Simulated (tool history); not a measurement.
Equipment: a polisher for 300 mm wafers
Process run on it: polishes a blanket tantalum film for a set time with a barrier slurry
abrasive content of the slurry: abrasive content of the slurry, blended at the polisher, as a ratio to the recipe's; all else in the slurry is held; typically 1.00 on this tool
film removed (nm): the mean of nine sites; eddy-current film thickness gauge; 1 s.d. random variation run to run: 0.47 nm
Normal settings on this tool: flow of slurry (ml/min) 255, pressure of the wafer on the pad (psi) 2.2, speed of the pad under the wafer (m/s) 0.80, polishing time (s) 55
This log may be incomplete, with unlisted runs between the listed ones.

run   hour  flow of slurry (ml/min)  pressure of the wafer on the pad (psi)  speed of the pad under the wafer (m/s)  abrasive content of the slurry  polishing time (s)  incoming thickness of the incoming film, nm  film removed (nm)
  1    0.0                      255                                     2.2                                    0.80                            1.00                  55                                        251.0               71.4
  2   17.8                      255                                     2.2                                    0.80                            1.00                  55                                        246.2               71.4
  3   31.4                      255                                     2.2                                    0.80                            1.00                  66                                        246.5               85.4
  4   40.5                      255                                     2.2                                    0.80                            1.00                  66                                        249.7               83.9
  5   52.5                      255                                     2.2                                    0.80                            1.00                  66                                        247.4               81.9
  6   59.3                      255                                     2.2                                    0.80                            0.85                  55                                        246.7               65.1
      79.6  -- worn pad replaced by a new one
  7  109.1                      255                                     2.2                                    0.80                            0.75                  55                                        252.8               64.6
  8  118.7                      255                                     2.2                                    0.80                            1.00                  44                                        249.1               58.3
  9  128.0                      255                                     2.2                                    0.80                            1.00                  44                                        247.8               58.6
 10  145.0                      255                                     2.2                                    0.80                            1.00                  44                                        249.0               57.6
     160.3  -- head pressure recalibrated
 11  160.7                      255                                     2.2                                    0.80                            1.00                  55                                        248.1               71.5
     164.9  -- slurry nozzle cleaned
 12  173.3                      255                                     2.2                                    0.80                            1.00                  55                                        250.2               69.7
 13  186.8                      255                                     2.2                                    0.80                            1.00                  55                                        249.1               68.7
     191.0  -- worn pad replaced by a new one
 14  199.7                      230                                     2.2                                    0.80                            1.25                  55                                        249.2               78.5
 15  206.6                      255                                     2.2                                    0.80                            1.00                  55                                        251.6               73.7
 16  231.0                      255                                     2.2                                    1.08                            1.00                  55                                        254.6               96.3
     239.4  -- slurry blender recalibrated
 17  242.9                      255                                     2.9                                    1.00                            1.00                  55                                        248.1              117.2

Expected results for the next run?
 18  253.1                      290                                     1.8                                    0.54                            1.00                  37                                        247.8                  ?

{"run 18": {"film removed (nm)": 27.7}}
Minus the tool's unlogged condition, the same run would have read film removed (nm) 28.6.
